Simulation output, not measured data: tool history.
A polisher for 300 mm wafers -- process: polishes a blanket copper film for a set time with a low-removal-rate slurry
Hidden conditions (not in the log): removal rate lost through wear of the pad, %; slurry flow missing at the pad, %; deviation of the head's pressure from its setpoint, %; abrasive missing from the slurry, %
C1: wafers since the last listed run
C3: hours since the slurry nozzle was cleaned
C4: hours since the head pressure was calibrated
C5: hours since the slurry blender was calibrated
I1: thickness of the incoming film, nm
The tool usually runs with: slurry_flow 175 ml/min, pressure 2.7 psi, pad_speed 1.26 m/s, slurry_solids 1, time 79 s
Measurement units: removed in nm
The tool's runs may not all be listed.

{"run": 1, "day": 0.0, "slurry_flow": 175, "pressure": 2.7, "pad_speed": 1.26, "slurry_solids": 1, "time": 73, "C1": 0, "wafers polished on this pad": 1658, "C3": 339.4, "C4": 292.2, "C5": 336.6, "I1": 854.3, "removed": 229.4}
{"run": 2, "day": 3.4, "slurry_flow": 175, "pressure": 2.7, "pad_speed": 1.26, "slurry_solids": 1, "time": 79, "C1": 638, "wafers polished on this pad": 2296, "C3": 421, "C4": 373.8, "C5": 418.2, "I1": 834.7, "removed": 244}
{"run": 3, "day": 7.012, "slurry_flow": 175, "pressure": 2.7, "pad_speed": 1.26, "slurry_solids": 1, "time": 79, "C1": 678, "wafers polished on this pad": 2974, "C3": 507.7, "C4": 460.5, "C5": 504.9, "I1": 835.4, "removed": 243.8}
{"run": 4, "day": 9.967, "slurry_flow": 175, "pressure": 2.7, "pad_speed": 1.26, "slurry_solids": 1, "time": 79, "C1": 554, "wafers polished on this pad": 3529, "C3": 578.6, "C4": 531.4, "C5": 575.8, "I1": 849.5, "removed": 240.5}
{"run": 5, "day": 11.779, "slurry_flow": 175, "pressure": 2.7, "pad_speed": 1.26, "slurry_solids": 1, "time": 79, "C1": 340, "wafers polished on this pad": 3869, "C3": 622.1, "C4": 574.9, "C5": 619.3, "I1": 826.2, "removed": 239}
{"day": 13.988, "done": "slurry nozzle cleaned"}
{"run": 6, "day": 15.908, "slurry_flow": 175, "pressure": 2.3, "pad_speed": 1.26, "slurry_solids": 1, "time": 79, "C1": 767, "wafers polished on this pad": 4636, "C3": 46.1, "C4": 674, "C5": 718.4, "I1": 837.8, "removed": 207.7}
{"run": 7, "day": 19.496, "slurry_flow": 175, "pressure": 2.7, "pad_speed": 1.26, "slurry_solids": 1, "time": 79, "C1": 673, "wafers polished on this pad": 5309, "C3": 132.2, "C4": 760.1, "C5": 804.5, "I1": 839, "removed": 225.1}
{"day": 20.092, "done": "slurry blender recalibrated"}
{"run": 8, "day": 22.104, "slurry_flow": 215, "pressure": 2.7, "pad_speed": 1.26, "slurry_solids": 1.2, "time": 79, "C1": 473, "wafers polished on this pad": 5783, "C3": 194.8, "C4": 822.7, "C5": 48.3, "I1": 827.1, "removed": 236.8}
{"day": 24.15, "done": "head pressure recalibrated"}
{"run": 9, "day": 25.121, "slurry_flow": 175, "pressure": 2.7, "pad_speed": 1.26, "slurry_solids": 1, "time": 60, "C1": 550, "wafers polished on this pad": 6334, "C3": 267.2, "C4": 23.3, "C5": 120.7, "I1": 844.7, "removed": 188.1}
{"day": 27.183, "done": "worn pad replaced by a new one"}
{"run": 10, "day": 29.262, "slurry_flow": 175, "pressure": 2.7, "pad_speed": 1.26, "slurry_solids": 1, "time": 79, "C1": 746, "wafers polished on this pad": 389, "C3": 366.6, "C4": 122.7, "C5": 220.1, "I1": 843.4, "removed": 247.7}
{"run": 11, "day": 33.704, "slurry_flow": 230, "pressure": 2.7, "pad_speed": 1.26, "slurry_solids": 1, "time": 79, "C1": 833, "wafers polished on this pad": 1223, "C3": 473.2, "C4": 229.3, "C5": 326.7, "I1": 838.9, "removed": 259.6}
{"run": 12, "day": 37.867, "slurry_flow": 175, "pressure": 2, "pad_speed": 1.26, "slurry_solids": 1, "time": 52, "C1": 781, "wafers polished on this pad": 2004, "C3": 573.1, "C4": 329.2, "C5": 426.6, "I1": 826, "removed": 130.3}
{"run": 13, "day": 39.517, "slurry_flow": 175, "pressure": 3.1, "pad_speed": 1.26, "slurry_solids": 0.75, "time": 65, "C1": 309, "wafers polished on this pad": 2314, "C3": 612.7, "C4": 368.8, "C5": 466.2, "I1": 834.6, "removed": 211.5}
{"run": 14, "day": 41.142, "slurry_flow": 175, "pressure": 2.7, "pad_speed": 1.26, "slurry_solids": 1, "time": 79, "C1": 305, "wafers polished on this pad": 2619, "C3": 651.7, "C4": 407.8, "C5": 505.2, "I1": 834.5, "removed": 242.7}
{"run": 15, "day": 45.621, "slurry_flow": 175, "pressure": 3.3, "pad_speed": 1.26, "slurry_solids": 0.8, "time": 79, "C1": 840, "wafers polished on this pad": 3460, "C3": 759.2, "C4": 515.3, "C5": 612.7, "I1": 836.2, "removed": 264}
{"day": 48.308, "done": "slurry nozzle cleaned"}
{"day": 51.229, "done": "slurry blender recalibrated"}
{"run": 16, "day": 56.375, "slurry_flow": 175, "pressure": 2.7, "pad_speed": 1.26, "slurry_solids": 1.3, "time": 97, "C1": 1995, "wafers polished on this pad": 5455, "C3": 193.6, "C4": 773.4, "C5": 123.5, "I1": 850, "removed": 289.1}
{"day": 59.704, "done": "head pressure recalibrated"}
{"day": 62.392, "done": "worn pad replaced by a new one"}
{"run": 17, "day": 66.488, "slurry_flow": 175, "pressure": 2.7, "pad_speed": 1.26, "slurry_solids": 1.15, "time": 96, "C1": 1851, "wafers polished on this pad": 769, "C3": 436.3, "C4": 162.8, "C5": 366.2, "I1": 832.2, "removed": 307.6}
{"run": 18, "day": 68.204, "slurry_flow": 135, "pressure": 3.1, "pad_speed": 0.9, "slurry_solids": 0.9, "time": 79, "C1": 322, "wafers polished on this pad": 1091, "C3": 477.5, "C4": 204, "C5": 407.4, "I1": 841.9, "removed": 209.6}
{"run": 19, "day": 70.488, "slurry_flow": 125, "pressure": 2.1, "pad_speed": 1.4, "slurry_solids": 1.2, "time": 79, "C1": 428, "wafers polished on this pad": 1519, "C3": 532.3, "C4": 258.8, "C5": 462.2, "I1": 838.5, "removed": 218.7}
{"run": 20, "day": 72.354, "slurry_flow": 150, "pressure": 2.4, "pad_speed": 1.26, "slurry_solids": 1, "time": 53, "C1": 350, "wafers polished on this pad": 1870, "C3": 577.1, "C4": 303.6, "C5": 507, "I1": 855.3, "removed": 148.6}
{"run": 21, "day": 76.096, "slurry_flow": 175, "pressure": 2.7, "pad_speed": 1.26, "slurry_solids": 1.1, "time": 79, "C1": 702, "wafers polished on this pad": 2572, "C3": 666.9, "C4": 393.4, "C5": 596.8, "I1": 835.1, "removed": 246.5}
{"run": 22, "day": 80.042, "slurry_flow": 150, "pressure": 2.4, "pad_speed": 1.26, "slurry_solids": 1.25, "time": 91, "C1": 740, "wafers polished on this pad": 3313, "C3": 761.6, "C4": 488.1, "C5": 691.5, "I1": 838.8, "removed": 261.3}
{"day": 80.929, "done": "slurry blender recalibrated"}
{"day": 82.254, "done": "slurry nozzle cleaned"}
{"run": 23, "day": 84.296, "slurry_flow": 175, "pressure": 2.7, "pad_speed": 0.9, "slurry_solids": 1.2, "time": 79, "C1": 775, "wafers polished on this pad": 4088, "C3": 49, "C4": 590.2, "C5": 80.8, "I1": 832.1, "removed": 199.3}
{"run": 24, "day": 87.904, "slurry_flow": 175, "pressure": 3.2, "pad_speed": 1.26, "slurry_solids": 1.3, "time": 79, "C1": 677, "wafers polished on this pad": 4765, "C3": 135.6, "C4": 676.8, "C5": 167.4, "I1": 857.5, "removed": 277.5}
{"day": 89.846, "done": "head pressure recalibrated"}
{"run": 25, "day": 91.304, "slurry_flow": 175, "pressure": 2.7, "pad_speed": 1.26, "slurry_solids": 1, "time": 51, "C1": 622, "wafers polished on this pad": 5388, "C3": 217.2, "C4": 35, "C5": 249, "I1": 830.5, "removed": 161.6}
{"run": 26, "day": 93.204, "slurry_flow": 175, "pressure": 2.1, "pad_speed": 1.26, "slurry_solids": 1, "time": 62, "C1": 356, "wafers polished on this pad": 5744, "C3": 262.8, "C4": 80.6, "C5": 294.6, "I1": 852.1, "removed": 165.6}
{"day": 96.267, "done": "worn pad replaced by a new one"}
{"run": 27, "day": 97.517, "slurry_flow": 210, "pressure": 2.9, "pad_speed": 1.26, "slurry_solids": 1.15, "time": 79, "C1": 778, "wafers polished on this pad": 234, "C3": 366.3, "C4": 184.1, "C5": 398.1, "I1": 836.9, "removed": 276.5}
{"run": 28, "day": 101.979, "slurry_flow": 175, "pressure": 2.7, "pad_speed": 1.26, "slurry_solids": 1, "time": 79, "C1": 837, "wafers polished on this pad": 1071, "C3": 473.4, "C4": 291.2, "C5": 505.2, "I1": 851.4, "removed": 249.7}
{"run": 29, "day": 104.921, "slurry_flow": 130, "pressure": 2.7, "pad_speed": 1.26, "slurry_solids": 1, "time": 79, "C1": 552, "wafers polished on this pad": 1624, "C3": 544, "C4": 361.8, "C5": 575.8, "I1": 844.1, "removed": 233.4}

Pick out some run-to-run changes in removed. Of each, how much would a tool without hidden state show as well, from the settings, what came in and chance, and how much is left for the hidden state and any gauge scatter not in both results compared?
Run 8 -> 9: slurry_flow 215 -> 175, slurry_solids 1.2 -> 1, time 79 -> 60, head pressure recalibrated. removed -48.7 nm: hidden state +23.5, all else -72.2.
Run 11 -> 12: slurry_flow 230 -> 175, pressure 2.7 -> 2, time 79 -> 52. removed -129.3 nm: hidden state +0.8, all else -130.1.
Run 16 -> 17: slurry_solids 1.3 -> 1.15, time 97 -> 96, head pressure recalibrated, worn pad replaced by a new one. removed +18.5 nm: hidden state +29, all else -10.5.
Run 24 -> 25: pressure 3.2 -> 2.7, slurry_solids 1.3 -> 1, time 79 -> 51, head pressure recalibrated. removed -115.9 nm: hidden state +19, all else -134.9.

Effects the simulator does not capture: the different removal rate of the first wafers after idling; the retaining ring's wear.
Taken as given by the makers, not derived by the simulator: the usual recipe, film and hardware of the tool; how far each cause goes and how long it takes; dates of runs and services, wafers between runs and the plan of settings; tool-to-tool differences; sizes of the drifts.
